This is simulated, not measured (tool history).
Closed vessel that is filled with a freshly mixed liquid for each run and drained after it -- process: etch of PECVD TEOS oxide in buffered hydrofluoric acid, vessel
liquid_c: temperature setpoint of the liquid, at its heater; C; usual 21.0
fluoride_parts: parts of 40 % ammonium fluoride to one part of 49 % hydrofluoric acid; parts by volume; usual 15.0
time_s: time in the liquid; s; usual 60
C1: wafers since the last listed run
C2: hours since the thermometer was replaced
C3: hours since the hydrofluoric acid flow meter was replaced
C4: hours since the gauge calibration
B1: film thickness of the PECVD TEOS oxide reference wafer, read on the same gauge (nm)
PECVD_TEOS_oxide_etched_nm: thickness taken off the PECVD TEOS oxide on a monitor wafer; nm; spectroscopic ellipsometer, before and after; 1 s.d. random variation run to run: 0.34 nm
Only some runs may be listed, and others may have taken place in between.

Run 1, hour 0.0: usual settings; C1 0; C2 979.8; C3 21.6; C4 735.6; B1 70.07. Result: PECVD_TEOS_oxide_etched_nm 44.97 nm.
Run 2, hour 66.6: usual settings; C1 10139; C2 1046.4; C3 88.2; C4 802.2; B1 69.98. Result: PECVD_TEOS_oxide_etched_nm 45.23 nm.
Run 3, hour 172.9: usual settings; C1 16184; C2 1152.7; C3 194.5; C4 908.5; B1 69.97. Result: PECVD_TEOS_oxide_etched_nm 45.01 nm.
Run 4, hour 440.8: usual settings; C1 40787; C2 1420.6; C3 462.4; C4 1176.4; B1 70.00. Result: PECVD_TEOS_oxide_etched_nm 43.80 nm.
Run 5, hour 487.1: usual settings; C1 7049; C2 1466.9; C3 508.7; C4 1222.7; B1 70.00. Result: PECVD_TEOS_oxide_etched_nm 43.72 nm.
Run 6, hour 746.5: usual settings; C1 39493; C2 1726.3; C3 768.1; C4 1482.1; B1 70.00. Result: PECVD_TEOS_oxide_etched_nm 42.59 nm.
At hour 765.0: hydrofluoric acid flow meter replaced.
At hour 788.0: gauge calibrated.
Run 7, hour 796.8: usual settings; C1 7505; C2 1776.6; C3 31.8; C4 8.8; B1 69.95. Result: PECVD_TEOS_oxide_etched_nm 43.37 nm.
At hour 858.1: thermometer replaced.
Run 8, hour 868.4: usual settings but time_s 35 s; C1 10748; C2 10.3; C3 103.4; C4 80.4; B1 70.00. Result: PECVD_TEOS_oxide_etched_nm 28.31 nm.
Run 9, hour 976.2: usual settings; C1 16412; C2 118.1; C3 211.2; C4 188.2; B1 69.98. Result: PECVD_TEOS_oxide_etched_nm 48.10 nm.
Run 10, hour 1076.3: usual settings but time_s 35 s; C1 15240; C2 218.2; C3 311.3; C4 288.3; B1 69.99. Result: PECVD_TEOS_oxide_etched_nm 28.05 nm.
Run 11, hour 1126.4: usual settings but liquid_c 25.5 C, time_s 75 s; C1 7627; C2 268.3; C3 361.4; C4 338.4; B1 69.99. Result: PECVD_TEOS_oxide_etched_nm 76.05 nm.
Run 12, hour 1173.4: usual settings but liquid_c 23.5 C; C1 7155; C2 315.3; C3 408.4; C4 385.4; B1 69.99. Result: PECVD_TEOS_oxide_etched_nm 54.47 nm.
Run 13, hour 1232.4: usual settings but liquid_c 17.0 C, fluoride_parts 12.0 parts by volume; C1 8982; C2 374.3; C3 467.4; C4 444.4; B1 70.00. Result: PECVD_TEOS_oxide_etched_nm 47.02 nm.
Run 14, hour 1315.3: usual settings but fluoride_parts 17.5 parts by volume; C1 12621; C2 457.2; C3 550.3; C4 527.3; B1 69.97. Result: PECVD_TEOS_oxide_etched_nm 40.62 nm.

Branching from run 14: 3 alternative next runs. What would each branch give?
Run A, hour 1316.0: usual settings but fluoride_parts 20.5 parts by volume; C1 106; C2 457.9; C3 551.0; C4 528.0; B1 ?. Result: PECVD_TEOS_oxide_etched_nm ?.
Run B, hour 1316.0: usual settings but liquid_c 19.0 C, fluoride_parts 20.0 parts by volume, time_s 80 s; C1 106; C2 457.9; C3 551.0; C4 528.0; B1 ?. Result: PECVD_TEOS_oxide_etched_nm ?.
Run C, hour 1316.0: usual settings but liquid_c 18.0 C, time_s 80 s; C1 106; C2 457.9; C3 551.0; C4 528.0; B1 ?. Result: PECVD_TEOS_oxide_etched_nm ?.

run     B1  PECVD_TEOS_oxide_etched_nm
  A  70.01                       34.42
  B  70.01                       41.70
  C  70.01                       52.33
The same runs, with their run-to-run variation unchanged, on a tool lacking any hidden condition would have given:
run  PECVD_TEOS_oxide_etched_nm
  A                       35.69
  B                       43.26
  C                       54.30

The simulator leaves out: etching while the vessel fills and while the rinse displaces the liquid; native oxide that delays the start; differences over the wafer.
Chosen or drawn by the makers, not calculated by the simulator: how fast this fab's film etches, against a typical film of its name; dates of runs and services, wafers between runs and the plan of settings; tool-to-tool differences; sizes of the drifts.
